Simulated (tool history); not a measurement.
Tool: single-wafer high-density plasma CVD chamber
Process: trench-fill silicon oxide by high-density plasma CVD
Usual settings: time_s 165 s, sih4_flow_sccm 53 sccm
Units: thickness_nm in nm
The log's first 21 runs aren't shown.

run     day  time_s  sih4_flow_sccm  wafers since the last listed run  hours since the silane flow controller was replaced  hours since the gauge calibration  read-back reference wafer on the same gauge, thickness_nm  thickness_nm
 22   9.383     165              63                               100                                               1336.2                              270.3                                                    822.888      1010.509
 23  10.033     177              53                               108                                               1351.8                              285.9                                                    822.951       914.546
 24  10.292     185              53                                43                                               1358.0                              292.1                                                    823.352       954.448
 25  10.954     194              44                               110                                               1373.9                              308.0                                                    823.290       829.721
 26  11.346     182              62                                65                                               1383.3                              317.4                                                    823.740      1093.450
 27  12.000     179              53                               109                                               1399.0                              333.1                                                    822.608       924.027
     12.650  -- silane flow controller replaced
 28  12.683     178              44                                58                                                  0.8                              349.5                                                    822.666       792.211
 29  13.375     186              46                               115                                                 17.4                              366.1                                                    823.549       864.295
 30  13.979     145              53                               100                                                 31.9                              380.6                                                    822.594       774.432
     14.288  -- gauge calibrated
 31  14.300     165              53                                53                                                 39.6                                0.3                                                    823.565       883.132
 32  14.892     135              59                                98                                                 53.8                               14.5                                                    823.023       804.028
 33  15.321     153              59                                71                                                 64.1                               24.8                                                    822.349       911.070
 34  15.850     186              62                                88                                                 76.8                               37.5                                                    823.060      1162.316
 35  16.267     165              53                                69                                                 86.8                               47.5                                                    822.379       882.893
 36  16.746     175              48                                80                                                 98.3                               59.0                                                    822.418       847.274
 37  17.283     165              53                                89                                                111.2                               71.9                                                    823.754       884.042
 38  17.621     147              43                                56                                                119.3                               80.0                                                    822.569       639.809
 39  18.258     165              53                               106                                                134.6                               95.3                                                    822.256       884.653
 40  18.517     178              61                                43                                                140.8                              101.5                                                    822.191      1095.095

Forecast each of these 5 alternatives for the next run:
  A  18.533     165              53                                 2                                                141.2                              101.9                                                          ?             ?
  B  18.533     133              62                                 2                                                141.2                              101.9                                                          ?             ?
  C  18.533     165              44                                 2                                                141.2                              101.9                                                          ?             ?
  D  18.533     146              63                                 2                                                141.2                              101.9                                                          ?             ?
  E  18.533     153              62                                 2                                                141.2                              101.9                                                          ?             ?

run  read-back reference wafer on the same gauge, thickness_nm  thickness_nm
  A                                                    824.192       885.317
  B                                                    824.192       834.800
  C                                                    824.192       734.980
  D                                                    824.192       931.177
  E                                                    824.192       960.333
Without the tool's hidden state the same runs would have given:
run  thickness_nm
  A       887.209
  B       836.583
  C       736.551
  D       933.167
  E       962.385
